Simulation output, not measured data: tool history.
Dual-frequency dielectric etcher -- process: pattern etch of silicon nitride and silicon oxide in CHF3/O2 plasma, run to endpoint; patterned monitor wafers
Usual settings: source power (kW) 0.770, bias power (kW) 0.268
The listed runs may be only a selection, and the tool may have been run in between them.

run	hour	source power (kW)	bias power (kW)	wafers since the last listed run	hours since the last wet clean	hours since the last source power generator calibration	hours since the last bias power generator calibration	hours since the last upper electrode change	incoming incoming film thickness, nm	endpoint time (s)
1	0.0	0.770	0.268	0	401.7	2365.5	1600.1	4694.6	271.9	150.8
2	13.2	0.770	0.268	81	414.9	2378.7	1613.3	4707.8	272.3	148.4
3	22.1	0.770	0.268	54	423.8	2387.6	1622.2	4716.7	271.2	150.9
4	38.8	0.910	0.283	102	440.5	2404.3	1638.9	4733.4	272.4	137.2
5	52.8	0.910	0.283	86	454.5	2418.3	1652.9	4747.4	274.3	137.5
6	63.3	0.910	0.283	64	465.0	2428.8	1663.4	4757.9	271.3	136.8
7	76.5	0.670	0.229	81	478.2	2442.0	1676.6	4771.1	271.8	171.2
8	88.2	0.770	0.268	72	489.9	2453.7	1688.3	4782.8	274.2	153.5
9	99.8	0.770	0.268	71	501.5	2465.3	1699.9	4794.4	273.5	151.8
10	109.7	0.770	0.268	60	511.4	2475.2	1709.8	4804.3	271.1	150.8
# hour 115.8: source power generator calibrated
# hour 147.7: wet clean of the chamber
11	148.2	0.770	0.268	64	0.5	32.4	1748.3	4842.8	275.6	140.1
12	148.6	0.770	0.268	2	0.9	32.8	1748.7	4843.2	271.5	140.9
13	148.9	0.770	0.268	1	1.2	33.1	1749.0	4843.5	273.0	141.1
# hour 176.5: bias power generator calibrated
# hour 178.8: upper electrode replaced
14	179.3	0.910	0.234	148	31.6	63.5	2.8	0.5	272.1	134.4
15	186.8	0.910	0.283	46	39.1	71.0	10.3	8.0	272.8	127.0
16	205.0	0.690	0.294	112	57.3	89.2	28.5	26.2	271.4	145.1
17	220.6	0.960	0.308	96	72.9	104.8	44.1	41.8	271.3	121.7
18	231.7	0.690	0.248	68	84.0	115.9	55.2	52.9	274.6	153.4
19	248.6	0.580	0.320	104	100.9	132.8	72.1	69.8	272.0	152.9
20	260.8	0.770	0.268	75	113.1	145.0	84.3	82.0	272.5	142.3
21	271.0	0.920	0.299	62	123.3	155.2	94.5	92.2	269.7	123.1
22	277.8	0.680	0.218	41	130.1	162.0	101.3	99.0	273.3	162.7
23	290.3	0.770	0.268	76	142.6	174.5	113.8	111.5	272.5	143.3
24	307.5	0.950	0.303	105	159.8	191.7	131.0	128.7	272.3	124.7
25	315.4	0.930	0.243	48	167.7	199.6	138.9	136.6	268.7	133.5
26	326.9	0.770	0.268	70	179.2	211.1	150.4	148.1	271.9	143.9
27	336.3	0.910	0.319	57	188.6	220.5	159.8	157.5	272.9	125.9
28	350.1	0.950	0.303	84	202.4	234.3	173.6	171.3	271.2	124.0

What if the next run were any one of these 4? Each begins from the tool's condition after run 28:
A	350.6	0.770	0.291	3	202.9	234.8	174.1	171.8	269.5	?
B	350.6	0.640	0.306	3	202.9	234.8	174.1	171.8	269.5	?
C	350.6	0.860	0.268	3	202.9	234.8	174.1	171.8	269.5	?
D	350.6	0.890	0.311	3	202.9	234.8	174.1	171.8	269.5	?

run	endpoint time (s)
A	137.4
B	148.2
C	134.0
D	125.4
With no hidden state in the tool, these same runs would have given:
run	endpoint time (s)
A	135.6
B	146.2
C	132.2
D	123.7
